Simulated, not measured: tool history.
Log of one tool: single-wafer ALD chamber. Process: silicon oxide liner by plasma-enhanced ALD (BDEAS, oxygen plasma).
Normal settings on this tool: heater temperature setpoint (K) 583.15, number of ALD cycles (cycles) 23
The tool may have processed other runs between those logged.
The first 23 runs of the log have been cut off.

| run | hour | heater temperature setpoint (K) | number of ALD cycles (cycles) | wafers since the last listed run | hours since the last thermocouple change | hours since the gauge calibration | read-back reference wafer on the same gauge, thickness_nm | mean film thickness on the monitor wafer (Å) |
|---|---|---|---|---|---|---|---|---|
| 24 | 1980.2 | 570.15 | 23 | 912 | 810 | 132.4 | 2.57 | 22.55 |
| 25 | 2038.4 | 583.15 | 19 | 705 | 868.2 | 190.6 | 2.569 | 18.3 |
| 26 | 2132.2 | 583.15 | 26 | 1137 | 962 | 284.4 | 2.57 | 25.15 |
| 27 | 2188.7 | 595.15 | 27 | 685 | 1018.5 | 340.9 | 2.57 | 25.75 |
| 28 | 2280.9 | 575.15 | 20 | 1117 | 1110.7 | 433.1 | 2.569 | 19.57 |
| 29 | 2354.1 | 568.15 | 25 | 887 | 1183.9 | 506.3 | 2.57 | 24.75 |
| 30 | 2454.4 | 593.15 | 26 | 1216 | 1284.2 | 606.6 | 2.569 | 24.81 |
| 31 | 2527.7 | 591.15 | 24 | 888 | 1357.5 | 679.9 | 2.569 | 23 |
| 32 | 2618.1 | 568.15 | 25 | 1096 | 1447.9 | 770.3 | 2.57 | 24.87 |
| 33 | 2656.6 | 583.15 | 23 | 466 | 1486.4 | 808.8 | 2.57 | 22.14 |
| 34 | 2720.9 | 594.15 | 21 | 779 | 1550.7 | 873.1 | 2.57 | 20 |
| 35 | 2761 | 583.15 | 23 | 486 | 1590.8 | 913.2 | 2.571 | 22.17 |
| 36 | 2812.7 | 594.15 | 26 | 626 | 1642.5 | 964.9 | 2.571 | 24.7 |
| 37 | 2877.2 | 595.15 | 19 | 782 | 1707 | 1029.4 | 2.569 | 18.08 |
| 38 | 2975.8 | 583.15 | 20 | 1195 | 1805.6 | 1128 | 2.571 | 19.34 |
| 39 | 3012.1 | 595.15 | 23 | 440 | 1841.9 | 1164.3 | 2.57 | 21.83 |
| 40 | 3103.3 | 570.15 | 20 | 1105 | 1933.1 | 1255.5 | 2.571 | 19.67 |

Consider 5 possible next runs. They are alternatives, not a sequence: every one starts from the tool as it was left by run 40. What does each give?
| A | 3103.7 | 583.15 | 23 | 4 | 1933.5 | 1255.9 | ? | ? |
| B | 3103.7 | 595.15 | 25 | 4 | 1933.5 | 1255.9 | ? | ? |
| C | 3103.7 | 569.15 | 27 | 4 | 1933.5 | 1255.9 | ? | ? |
| D | 3103.7 | 573.15 | 21 | 4 | 1933.5 | 1255.9 | ? | ? |
| E | 3103.7 | 574.15 | 21 | 4 | 1933.5 | 1255.9 | ? | ? |

| run | read-back reference wafer on the same gauge, thickness_nm | mean film thickness on the monitor wafer (Å) |
|---|---|---|
| A | 2.569 | 22.18 |
| B | 2.569 | 23.75 |
| C | 2.569 | 26.64 |
| D | 2.569 | 20.51 |
| E | 2.569 | 20.48 |
Take away the tool's hidden state, keep each run's random variation, and the runs would have read:
| run | mean film thickness on the monitor wafer (Å) |
|---|---|
| A | 22.18 |
| B | 23.75 |
| C | 26.64 |
| D | 20.51 |
| E | 20.48 |
